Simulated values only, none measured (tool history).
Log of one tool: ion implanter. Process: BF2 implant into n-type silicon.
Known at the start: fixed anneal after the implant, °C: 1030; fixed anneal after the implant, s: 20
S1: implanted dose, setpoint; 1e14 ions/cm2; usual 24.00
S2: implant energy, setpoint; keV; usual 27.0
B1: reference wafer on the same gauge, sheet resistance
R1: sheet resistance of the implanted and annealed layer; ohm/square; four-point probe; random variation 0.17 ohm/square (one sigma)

Run 1, hour 0.0: usual settings; B1 114.98. Result: R1 112.16 ohm/square.
Run 2, hour 11.8: usual settings; B1 115.03. Result: R1 112.17 ohm/square.
Run 3, hour 27.6: usual settings; B1 115.01. Result: R1 112.13 ohm/square.
Run 4, hour 44.1: usual settings; B1 115.08. Result: R1 112.07 ohm/square.
Run 5, hour 60.9: usual settings but S2 21.0 keV; B1 115.10. Result: R1 123.43 ohm/square.
Run 6, hour 67.4: usual settings; B1 115.03. Result: R1 112.04 ohm/square.
Run 7, hour 75.0: usual settings; B1 115.00. Result: R1 112.10 ohm/square.
Run 8, hour 82.9: usual settings; B1 114.95. Result: R1 112.16 ohm/square.
Run 9, hour 93.9: usual settings; B1 115.03. Result: R1 111.90 ohm/square.
Run 10, hour 107.3: usual settings; B1 114.96. Result: R1 112.10 ohm/square.
Run 11, hour 122.5: usual settings; B1 114.96. Result: R1 111.99 ohm/square.
Run 12, hour 137.6: usual settings; B1 114.98. Result: R1 111.76 ohm/square.
Run 13, hour 179.0: usual settings; B1 114.94. Result: R1 112.00 ohm/square.
Run 14, hour 191.2: usual settings; B1 114.96. Result: R1 111.90 ohm/square.
Run 15, hour 204.4: usual settings; B1 114.95. Result: R1 111.97 ohm/square.
Run 16, hour 220.2: usual settings but S1 27.71 1e14 ions/cm2; B1 114.95. Result: R1 111.15 ohm/square.
Run 17, hour 232.4: usual settings but S1 27.71 1e14 ions/cm2; B1 115.02. Result: R1 110.92 ohm/square.
Run 18, hour 239.9: usual settings but S2 20.0 keV; B1 115.02. Result: R1 126.15 ohm/square.
At hour 257.9: gauge calibrated.
Run 19, hour 281.5: usual settings but S1 18.09 1e14 ions/cm2, S2 30.5 keV; B1 114.96. Result: R1 110.22 ohm/square.
Run 20, hour 293.9: usual settings but S1 19.93 1e14 ions/cm2, S2 30.5 keV; B1 114.99. Result: R1 108.14 ohm/square.
At hour 303.4: Faraday cup replaced and dose calibrated.
Run 21, hour 303.9: usual settings but S1 19.98 1e14 ions/cm2, S2 22.5 keV; B1 114.97. Result: R1 122.83 ohm/square.
Run 22, hour 308.8: usual settings but S2 23.5 keV; B1 114.96. Result: R1 118.26 ohm/square.
At hour 326.9: extraction supply calibrated.
Run 23, hour 327.4: usual settings but S1 30.63 1e14 ions/cm2, S2 32.0 keV; B1 115.05. Result: R1 102.36 ohm/square.
Run 24, hour 331.3: usual settings but S1 16.99 1e14 ions/cm2, S2 33.0 keV; B1 115.07. Result: R1 107.44 ohm/square.
Run 25, hour 345.0: usual settings; B1 115.04. Result: R1 111.59 ohm/square.
Run 26, hour 358.2: usual settings; B1 114.99. Result: R1 111.77 ohm/square.
Run 27, hour 393.7: usual settings; B1 115.01. Result: R1 112.07 ohm/square.
Run 28, hour 411.3: usual settings but S1 18.15 1e14 ions/cm2, S2 36.5 keV; B1 114.94. Result: R1 101.98 ohm/square.
Run 29, hour 423.9: usual settings; B1 114.95. Result: R1 112.04 ohm/square.
Run 30, hour 431.4: usual settings; B1 115.07. Result: R1 111.84 ohm/square.
Run 31, hour 461.1: usual settings but S1 19.15 1e14 ions/cm2, S2 18.5 keV; B1 114.94. Result: R1 132.02 ohm/square.
Run 32, hour 513.5: usual settings; B1 114.98. Result: R1 112.02 ohm/square.
Run 33, hour 522.7: usual settings; B1 114.99. Result: R1 112.15 ohm/square.
Run 34, hour 539.6: usual settings but S2 18.0 keV; B1 114.94. Result: R1 130.90 ohm/square.
Run 35, hour 556.2: usual settings but S1 28.88 1e14 ions/cm2, S2 24.0 keV; B1 115.00. Result: R1 116.12 ohm/square.
Run 36, hour 564.8: usual settings but S1 17.16 1e14 ions/cm2, S2 18.0 keV; B1 115.02. Result: R1 135.57 ohm/square.
Run 37, hour 573.0: usual settings but S1 31.00 1e14 ions/cm2, S2 19.5 keV; B1 114.97. Result: R1 125.08 ohm/square.
Run 38, hour 580.9: usual settings; B1 115.05. Result: R1 111.96 ohm/square.

Forecast each of these 3 alternatives for the next run:
Run A, hour 581.3: usual settings; B1 ?. Result: R1 ?.
Run B, hour 581.3: usual settings but S1 17.90 1e14 ions/cm2; B1 ?. Result: R1 ?.
Run C, hour 581.3: usual settings but S2 23.0 keV; B1 ?. Result: R1 ?.

run      B1      R1
  A  115.02  112.20
  B  115.02  115.82
  C  115.02  119.69
Without the tool's hidden state the same runs would have given:
run      R1
  A  112.20
  B  115.82
  C  119.69
